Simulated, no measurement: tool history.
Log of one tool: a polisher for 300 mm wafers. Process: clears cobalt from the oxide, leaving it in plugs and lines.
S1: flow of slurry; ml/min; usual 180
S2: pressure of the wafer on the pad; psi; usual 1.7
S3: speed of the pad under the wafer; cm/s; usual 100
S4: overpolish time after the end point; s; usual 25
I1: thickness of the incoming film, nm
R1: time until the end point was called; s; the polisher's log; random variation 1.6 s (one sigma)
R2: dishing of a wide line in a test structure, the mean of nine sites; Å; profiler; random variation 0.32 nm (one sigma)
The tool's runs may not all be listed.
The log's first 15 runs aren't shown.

run,day,S1,S2,S3,S4,I1,R1,R2
# day 46.979: head pressure recalibrated
# day 49.188: slurry nozzle cleaned
16,49.208,150,2.1,78,37,308.7,109.3,251
17,52.296,180,1.7,100,14,311.6,100.5,214
18,55.417,225,1.7,100,16,304.2,96.7,223
# day 55.800: worn pad replaced by a new one
19,58.471,180,1.2,100,16,307.8,113.6,219
20,62.883,180,2.1,100,25,304.7,81.1,254
21,65.108,180,1.3,68,16,304.0,172.0,180
22,68.488,180,1.7,100,25,305.9,97.6,250
23,69.992,180,2.0,100,17,304.3,88.1,239
24,73.496,180,1.7,100,25,309.9,103.4,248
# day 74.400: slurry nozzle cleaned
25,76.000,180,1.4,100,25,303.7,111.6,239
26,78.071,180,1.7,114,25,307.1,87.9,252
# day 79.138: worn pad replaced by a new one
27,81.708,180,1.9,90,25,304.9,92.0,255
28,85.683,200,1.9,100,25,301.2,82.6,252
29,88.892,135,1.7,100,25,304.2,100.7,249
30,93.292,235,1.3,74,38,305.2,157.5,253
# day 98.425: head pressure recalibrated
31,100.379,180,2.2,100,25,302.6,81.6,253
# day 102.321: slurry nozzle cleaned
32,105.588,145,2.2,82,10,306.4,102.0,183
33,108.229,125,1.7,100,12,307.2,107.3,194

Forecast each of these 5 alternatives for the next run:
A,108.250,180,1.7,100,25,307.3,?,?
B,108.250,180,1.7,100,10,307.3,?,?
C,108.250,180,1.7,100,29,307.3,?,?
D,108.250,180,1.1,120,15,307.3,?,?
E,108.250,180,1.7,122,25,307.3,?,?

run,R1,R2
A,99.3,251
B,99.3,185
C,99.3,256
D,113.4,210
E,81.4,256
Without the tool's hidden state the same runs would have given:
run,R1,R2
A,86.5,255
B,86.5,198
C,86.5,259
D,98.8,221
E,70.9,259
